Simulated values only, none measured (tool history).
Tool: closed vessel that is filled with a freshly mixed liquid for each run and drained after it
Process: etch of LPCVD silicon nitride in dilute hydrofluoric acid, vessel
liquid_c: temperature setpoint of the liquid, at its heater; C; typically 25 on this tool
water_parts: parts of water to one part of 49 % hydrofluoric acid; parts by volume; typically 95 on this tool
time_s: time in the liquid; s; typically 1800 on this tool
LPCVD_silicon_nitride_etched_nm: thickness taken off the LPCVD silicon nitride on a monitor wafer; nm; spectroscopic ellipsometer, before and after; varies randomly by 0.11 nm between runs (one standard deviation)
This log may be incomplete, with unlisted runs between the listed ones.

| run | hour | liquid_c | water_parts | time_s | wafers since the last listed run | hours since the thermometer was replaced | hours since the hydrofluoric acid flow meter was replaced | hours since the gauge calibration | read-back film thickness of the LPCVD silicon nitride reference wafer, read on the same gauge (nm) | LPCVD_silicon_nitride_etched_nm |
|---|---|---|---|---|---|---|---|---|---|---|
| 1 | 0 | 25 | 95 | 1800 | 0 | 1798 | 0.5 | 824.8 | 49.95 | 12.24 |
| 2 | 61.4 | 25 | 95 | 1800 | 2803 | 1859.4 | 61.9 | 886.2 | 49.98 | 12.12 |
| 3 | 121.8 | 25 | 70 | 1800 | 2757 | 1919.8 | 122.3 | 946.6 | 50 | 16.43 |
| 4 | 171.7 | 25 | 70 | 1800 | 2278 | 1969.7 | 172.2 | 996.5 | 50.02 | 16.86 |
| 5 | 241.1 | 25 | 70 | 1800 | 3168 | 2039.1 | 241.6 | 1065.9 | 50.02 | 16.79 |
| 6 | 337.4 | 29 | 95 | 1800 | 4396 | 2135.4 | 337.9 | 1162.2 | 49.97 | 15.9 |
| 7 | 407.2 | 29 | 95 | 1800 | 3186 | 2205.2 | 407.7 | 1232 | 49.95 | 15.9 |
| 8 | 504.4 | 25 | 95 | 1800 | 4437 | 2302.4 | 504.9 | 1329.2 | 50.01 | 12.16 |
| 9 | 561.9 | 25 | 95 | 1800 | 2625 | 2359.9 | 562.4 | 1386.7 | 50 | 12.78 |
| 10 | 658 | 25 | 95 | 1800 | 4387 | 2456 | 658.5 | 1482.8 | 49.98 | 12.66 |
| 11 | 756.2 | 21 | 95 | 1080 | 4483 | 2554.2 | 756.7 | 1581 | 49.96 | 5.81 |
| 12 | 814.7 | 21 | 95 | 1080 | 2670 | 2612.7 | 815.2 | 1639.5 | 49.98 | 5.79 |
|  | 843.6 | hydrofluoric acid flow meter replaced |
|  | 846.7 | gauge calibrated |
| 13 | 903.4 | 20.5 | 65 | 2110 | 4004 | 2701.4 | 59.8 | 56.7 | 49.97 | 16.06 |
| 14 | 987 | 25 | 95 | 1800 | 3816 | 2785 | 143.4 | 140.3 | 50.01 | 12.69 |
| 15 | 1030.4 | 26.5 | 60 | 1800 | 1981 | 2828.4 | 186.8 | 183.7 | 49.96 | 22.16 |
|  | 1042.1 | thermometer replaced |
| 16 | 1103.2 | 23 | 95 | 1365 | 3278 | 61.1 | 259.6 | 256.5 | 49.97 | 7.65 |
| 17 | 1158.7 | 27 | 60 | 1245 | 2533 | 116.6 | 315.1 | 312 | 50 | 14.2 |
| 18 | 1238.6 | 25 | 115 | 1800 | 3647 | 196.5 | 395 | 391.9 | 50.03 | 9.58 |
| 19 | 1292.7 | 20 | 95 | 1800 | 2470 | 250.6 | 449.1 | 446 | 50.01 | 8.39 |
| 20 | 1364.8 | 25 | 95 | 1265 | 3291 | 322.7 | 521.2 | 518.1 | 49.99 | 8.24 |
| 21 | 1421.6 | 25 | 135 | 1800 | 2593 | 379.5 | 578 | 574.9 | 49.99 | 8.14 |
| 22 | 1492.6 | 23.5 | 95 | 1800 | 3241 | 450.5 | 649 | 645.9 | 50.02 | 10.67 |
| 23 | 1583.6 | 25 | 95 | 1800 | 4154 | 541.5 | 740 | 736.9 | 49.98 | 11.62 |
|  | 1602.6 | hydrofluoric acid flow meter replaced |
| 24 | 1644 | 25 | 95 | 1800 | 2712 | 601.9 | 41.4 | 797.3 | 50 | 11.82 |
| 25 | 1744.3 | 22.5 | 95 | 1800 | 4579 | 702.2 | 141.7 | 897.6 | 50.01 | 9.95 |
| 26 | 1829.2 | 25 | 110 | 895 | 3876 | 787.1 | 226.6 | 982.5 | 49.97 | 5.08 |
| 27 | 1917.4 | 25 | 130 | 1265 | 4026 | 875.3 | 314.8 | 1070.7 | 50.03 | 6.08 |
| 28 | 2007.4 | 25 | 60 | 860 | 4109 | 965.3 | 404.8 | 1160.7 | 50 | 8.93 |
| 29 | 2095.7 | 22 | 140 | 1205 | 4031 | 1053.6 | 493.1 | 1249 | 50.02 | 4.45 |
| 30 | 2186.8 | 27 | 115 | 895 | 4159 | 1144.7 | 584.2 | 1340.1 | 50 | 5.5 |
| 31 | 2292.3 | 25 | 95 | 1800 | 4816 | 1250.2 | 689.7 | 1445.6 | 50 | 12.07 |

For each entry between runs, how does the tool's hidden state at the last listed run before it compare with that at the first listed run after it?
Between runs 12 and 13: hydrofluoric acid flow meter replaced (hour 843.6); gauge calibrated (hour 846.7)
  liquid hotter than its thermometer reads (K): 1.53 -> 1.58
  difference, measured minus the result without the unlogged condition, LPCVD_silicon_nitride_etched_nm: +0.57 -> +1.65 nm
Between runs 15 and 16: thermometer replaced (hour 1042.1)
  liquid hotter than its thermometer reads (K): 1.65 -> 0.138
  difference, measured minus the result without the unlogged condition, LPCVD_silicon_nitride_etched_nm: +2.27 -> +0.07 nm
Between runs 23 and 24: hydrofluoric acid flow meter replaced (hour 1602.6)
  liquid hotter than its thermometer reads (K): 0.401 -> 0.434
  difference, measured minus the result without the unlogged condition, LPCVD_silicon_nitride_etched_nm: +0.3 -> +0.33 nm
